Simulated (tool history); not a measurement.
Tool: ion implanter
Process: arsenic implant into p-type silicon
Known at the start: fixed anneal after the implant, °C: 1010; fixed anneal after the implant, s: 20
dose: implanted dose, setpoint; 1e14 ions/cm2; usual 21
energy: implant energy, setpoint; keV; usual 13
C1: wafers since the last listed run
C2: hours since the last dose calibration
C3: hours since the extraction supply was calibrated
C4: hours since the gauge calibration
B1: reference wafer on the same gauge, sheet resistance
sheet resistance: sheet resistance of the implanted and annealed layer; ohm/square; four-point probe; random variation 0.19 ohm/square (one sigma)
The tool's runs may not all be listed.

Run 1, hour 0: usual settings; C1 0; C2 998.5; C3 7337.8; C4 43.2; B1 135.18. Result: sheet resistance 124.61 ohm/square.
Run 2, hour 12.3: usual settings; C1 236; C2 1010.8; C3 7350.1; C4 55.5; B1 135.27. Result: sheet resistance 124.51 ohm/square.
Run 3, hour 32.9: usual settings; C1 395; C2 1031.4; C3 7370.7; C4 76.1; B1 135.38. Result: sheet resistance 124.65 ohm/square.
Run 4, hour 39.4: usual settings; C1 124; C2 1037.9; C3 7377.2; C4 82.6; B1 135.35. Result: sheet resistance 124.91 ohm/square.
Run 5, hour 56.1: usual settings; C1 320; C2 1054.6; C3 7393.9; C4 99.3; B1 135.47. Result: sheet resistance 124.29 ohm/square.
At hour 76: Faraday cup replaced and dose calibrated.
Run 6, hour 76.5: usual settings; C1 238; C2 0.5; C3 7414.3; C4 119.7; B1 135.64. Result: sheet resistance 124.85 ohm/square.
Run 7, hour 77.5: usual settings but dose 24.55 1e14 ions/cm2; C1 19; C2 1.5; C3 7415.3; C4 120.7; B1 135.56. Result: sheet resistance 121.86 ohm/square.
Run 8, hour 83.5: usual settings but dose 24.55 1e14 ions/cm2; C1 115; C2 7.5; C3 7421.3; C4 126.7; B1 135.68. Result: sheet resistance 122.05 ohm/square.
At hour 88.1: gauge calibrated.
Run 9, hour 99.9: usual settings but dose 24.55 1e14 ions/cm2; C1 314; C2 23.9; C3 7437.7; C4 11.8; B1 134.97. Result: sheet resistance 121.09 ohm/square.
Run 10, hour 111.2: usual settings but energy 11.5 keV; C1 216; C2 35.2; C3 7449; C4 23.1; B1 135.04. Result: sheet resistance 126.92 ohm/square.
Run 11, hour 120.7: usual settings but dose 15.84 1e14 ions/cm2, energy 11 keV; C1 182; C2 44.7; C3 7458.5; C4 32.6; B1 135.13. Result: sheet resistance 135.45 ohm/square.
Run 12, hour 130.7: usual settings but dose 23.06 1e14 ions/cm2, energy 9 keV; C1 191; C2 54.7; C3 7468.5; C4 42.6; B1 135.21. Result: sheet resistance 130.56 ohm/square.
Run 13, hour 144.1: usual settings; C1 257; C2 68.1; C3 7481.9; C4 56; B1 135.21. Result: sheet resistance 124.45 ohm/square.
Run 14, hour 157.1: usual settings but dose 23.79 1e14 ions/cm2, energy 9 keV; C1 249; C2 81.1; C3 7494.9; C4 69; B1 135.35. Result: sheet resistance 129.75 ohm/square.
At hour 170.5: extraction supply calibrated.
Run 15, hour 171: usual settings but dose 23.65 1e14 ions/cm2, energy 11.5 keV; C1 113; C2 95; C3 0.5; C4 82.9; B1 135.44. Result: sheet resistance 125.18 ohm/square.
Run 16, hour 174.1: usual settings; C1 59; C2 98.1; C3 3.6; C4 86; B1 135.42. Result: sheet resistance 124.3 ohm/square.
Run 17, hour 186.6: usual settings but dose 25.6 1e14 ions/cm2, energy 12 keV; C1 239; C2 110.6; C3 16.1; C4 98.5; B1 135.51. Result: sheet resistance 122.99 ohm/square.
Run 18, hour 203.7: usual settings but dose 22.85 1e14 ions/cm2, energy 11 keV; C1 328; C2 127.7; C3 33.2; C4 115.6; B1 135.59. Result: sheet resistance 127.04 ohm/square.
Run 19, hour 211.1: usual settings but energy 16.5 keV; C1 142; C2 135.1; C3 40.6; C4 123; B1 135.69. Result: sheet resistance 117.96 ohm/square.
Run 20, hour 223.6: usual settings; C1 239; C2 147.6; C3 53.1; C4 135.5; B1 135.66. Result: sheet resistance 124.63 ohm/square.
At hour 228.1: gauge calibrated.
Run 21, hour 236.4: usual settings; C1 245; C2 160.4; C3 65.9; C4 8.3; B1 135.08. Result: sheet resistance 124.28 ohm/square.

4 ways to go on from here, each from the tool as it stands after run 21. What would each give?
Run A, hour 236.8: usual settings; C1 7; C2 160.8; C3 66.3; C4 8.7; B1 ?. Result: sheet resistance ?.
Run B, hour 236.8: usual settings but dose 27.03 1e14 ions/cm2, energy 16.5 keV; C1 7; C2 160.8; C3 66.3; C4 8.7; B1 ?. Result: sheet resistance ?.
Run C, hour 236.8: usual settings but dose 23.86 1e14 ions/cm2, energy 14.5 keV; C1 7; C2 160.8; C3 66.3; C4 8.7; B1 ?. Result: sheet resistance ?.
Run D, hour 236.8: usual settings but dose 17.87 1e14 ions/cm2, energy 10.5 keV; C1 7; C2 160.8; C3 66.3; C4 8.7; B1 ?. Result: sheet resistance ?.

run      B1  sheet resistance
  A  135.01            124.27
  B  135.01            113.19
  C  135.01               119
  D  135.01            133.05
Without the tool's hidden state the same runs would have given:
run  sheet resistance
  A            124.22
  B            113.15
  C            118.96
  D               133

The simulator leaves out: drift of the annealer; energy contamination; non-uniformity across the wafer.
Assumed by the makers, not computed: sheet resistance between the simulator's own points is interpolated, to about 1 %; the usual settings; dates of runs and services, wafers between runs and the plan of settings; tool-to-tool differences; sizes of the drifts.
